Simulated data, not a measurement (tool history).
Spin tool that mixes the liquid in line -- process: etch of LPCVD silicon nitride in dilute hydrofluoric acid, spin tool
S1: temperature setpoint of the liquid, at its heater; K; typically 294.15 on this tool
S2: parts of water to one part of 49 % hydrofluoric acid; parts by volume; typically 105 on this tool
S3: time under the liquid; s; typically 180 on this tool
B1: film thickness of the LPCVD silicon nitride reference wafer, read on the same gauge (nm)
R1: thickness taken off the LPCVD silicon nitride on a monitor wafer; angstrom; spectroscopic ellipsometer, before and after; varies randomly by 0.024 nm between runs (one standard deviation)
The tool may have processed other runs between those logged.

run 1 hour=0 | S1=294.15 S2=105 S3=180 | B1=29.999 | R1=6.25
run 2 hour=85 | S1=294.15 S2=105 S3=180 | B1=29.999 | R1=6.23
run 3 hour=164.5 | S1=294.15 S2=105 S3=180 | B1=30.005 | R1=6.02
run 4 hour=235 | S1=294.15 S2=105 S3=180 | B1=29.988 | R1=6.28
run 5 hour=284.9 | S1=294.15 S2=105 S3=180 | B1=29.997 | R1=6.29
run 6 hour=354 | S1=294.15 S2=105 S3=180 | B1=30 | R1=6.38
run 7 hour=434.9 | S1=294.15 S2=105 S3=180 | B1=30.068 | R1=5.96
run 8 hour=490.3 | S1=294.15 S2=105 S3=180 | B1=29.991 | R1=6.61
-- hour=577.8 hydrofluoric acid flow meter replaced
run 9 hour=685.2 | S1=294.15 S2=105 S3=180 | B1=29.996 | R1=6.17
run 10 hour=765.8 | S1=294.15 S2=120 S3=180 | B1=30.002 | R1=5.59
run 11 hour=829.9 | S1=292.65 S2=105 S3=100 | B1=30.017 | R1=3.09
-- hour=847 gauge calibrated
-- hour=871.7 thermometer replaced
run 12 hour=928.1 | S1=296.15 S2=60 S3=180 | B1=30.036 | R1=12.73
run 13 hour=1006.4 | S1=294.15 S2=105 S3=180 | B1=29.998 | R1=6.09
run 14 hour=1063.3 | S1=297.65 S2=105 S3=180 | B1=29.983 | R1=7.88
run 15 hour=1133 | S1=292.65 S2=105 S3=100 | B1=30.025 | R1=3.09
run 16 hour=1205.8 | S1=292.65 S2=105 S3=265 | B1=29.955 | R1=8.47
run 17 hour=1274.9 | S1=294.15 S2=105 S3=180 | B1=29.996 | R1=6.37
run 18 hour=1344.9 | S1=291.65 S2=130 S3=135 | B1=29.968 | R1=3.23

5 options for the next run, each taken on its own from the tool as it stands now. Forecast them:
run A hour=1345.4 | S1=294.15 S2=105 S3=180 | B1=? | R1=?
run B hour=1345.4 | S1=298.15 S2=105 S3=180 | B1=? | R1=?
run C hour=1345.4 | S1=294.15 S2=85 S3=290 | B1=? | R1=?
run D hour=1345.4 | S1=290.15 S2=105 S3=180 | B1=? | R1=?
run E hour=1345.4 | S1=298.15 S2=90 S3=255 | B1=? | R1=?

run=A B1=30.042 R1=6.12
run=B B1=30.042 R1=7.98
run=C B1=30.042 R1=12.13
run=D B1=30.042 R1=4.66
run=E B1=30.042 R1=13.18
Stripped of hidden state, with their random variation kept, the same runs would have yielded:
run=A R1=6.12
run=B R1=7.98
run=C R1=12.13
run=D R1=4.66
run=E R1=13.18

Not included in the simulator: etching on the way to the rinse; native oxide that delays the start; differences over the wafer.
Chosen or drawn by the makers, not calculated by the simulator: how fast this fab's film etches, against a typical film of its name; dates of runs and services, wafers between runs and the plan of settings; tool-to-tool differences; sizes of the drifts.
